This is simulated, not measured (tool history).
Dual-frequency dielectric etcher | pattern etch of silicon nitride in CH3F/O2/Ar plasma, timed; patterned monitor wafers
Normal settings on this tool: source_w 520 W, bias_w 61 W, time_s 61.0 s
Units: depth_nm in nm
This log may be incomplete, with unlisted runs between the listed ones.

| run | day | source_w | bias_w | time_s | read-back reference wafer on the same gauge, depth_nm | depth_nm |
|---|---|---|---|---|---|---|
| 1 | 0.000 | 560 | 61 | 52.0 | 39.39 | 40.27 |
| 2 | 0.583 | 520 | 61 | 61.0 | 39.41 | 45.44 |
| 3 | 1.658 | 520 | 61 | 61.0 | 39.40 | 44.89 |
| 4 | 2.250 | 460 | 61 | 61.0 | 39.40 | 42.05 |
| 5 | 3.483 | 460 | 61 | 61.0 | 39.41 | 41.84 |
| 6 | 4.546 | 460 | 61 | 61.0 | 39.39 | 42.27 |
| 7 | 5.562 | 570 | 61 | 61.0 | 39.43 | 46.83 |
| 8 | 6.262 | 570 | 61 | 61.0 | 39.45 | 47.12 |
| 9 | 8.100 | 520 | 61 | 61.0 | 39.42 | 47.48 |
| 10 | 10.433 | 520 | 61 | 61.0 | 39.42 | 47.30 |
| 11 | 11.121 | 520 | 61 | 61.0 | 39.38 | 47.23 |
| 12 | 11.767 | 480 | 61 | 61.0 | 39.41 | 44.73 |
| 13 | 13.183 | 520 | 69 | 61.0 | 39.41 | 49.19 |
| 14 | 14.208 | 620 | 50 | 52.5 | 39.44 | 41.55 |
| 15 | 15.417 | 520 | 67 | 61.0 | 39.40 | 48.11 |
| 16 | 16.333 | 520 | 61 | 61.0 | 39.36 | 46.57 |
| 17 | 17.008 | 580 | 66 | 61.0 | 39.37 | 50.59 |
| 18 | 18.412 | 520 | 61 | 61.0 | 39.40 | 46.46 |
| 19 | 18.983 | 570 | 61 | 61.0 | 39.45 | 48.06 |
| 20 | 20.138 | 520 | 68 | 66.0 | 39.38 | 50.94 |
| 21 | 21.571 | 440 | 75 | 42.5 | 39.42 | 32.02 |
| 22 | 22.500 | 430 | 52 | 61.0 | 39.34 | 41.39 |
| 23 | 23.192 | 600 | 53 | 51.5 | 39.40 | 39.92 |
| 24 | 24.425 | 410 | 53 | 44.0 | 39.48 | 29.10 |
| 25 | 25.162 | 520 | 61 | 61.0 | 39.41 | 45.95 |
| 26 | 25.896 | 580 | 68 | 46.5 | 39.50 | 37.27 |

The log once held 5 entries between its listed runs, left out of this copy. Where does each go, and what is different about the tool's unlogged condition between the listed run before it and the listed run after it?
Runs 8 to 9: wet clean of the chamber (day 8.079)
  etch rate over this chamber's usual, %: -5.14 -> 0.469
  what was measured, less what the result would be without the hidden state, depth_nm: -2.55 -> +0.23 nm
Runs 9 to 10: bias power generator calibrated (day 8.612)
  etch rate over this chamber's usual, %: 0.469 -> -0.0111
  what was measured, less what the result would be without the hidden state, depth_nm: +0.23 -> -0.01 nm
Runs 14 to 15: gauge calibrated (day 14.225)
  etch rate over this chamber's usual, %: -0.788 -> -1.04
  what was measured, less what the result would be without the hidden state, depth_nm: -0.33 -> -0.50 nm
Runs 17 to 18: upper electrode replaced, of another model than before (day 18.392)
  etch rate over this chamber's usual, %: -1.36 -> -1.65
  what was measured, less what the result would be without the hidden state, depth_nm: -0.70 -> -0.78 nm
Runs 19 to 20: source power generator calibrated (day 20.008)
  etch rate over this chamber's usual, %: -1.77 -> -2.01
  what was measured, less what the result would be without the hidden state, depth_nm: -0.87 -> -1.05 nm

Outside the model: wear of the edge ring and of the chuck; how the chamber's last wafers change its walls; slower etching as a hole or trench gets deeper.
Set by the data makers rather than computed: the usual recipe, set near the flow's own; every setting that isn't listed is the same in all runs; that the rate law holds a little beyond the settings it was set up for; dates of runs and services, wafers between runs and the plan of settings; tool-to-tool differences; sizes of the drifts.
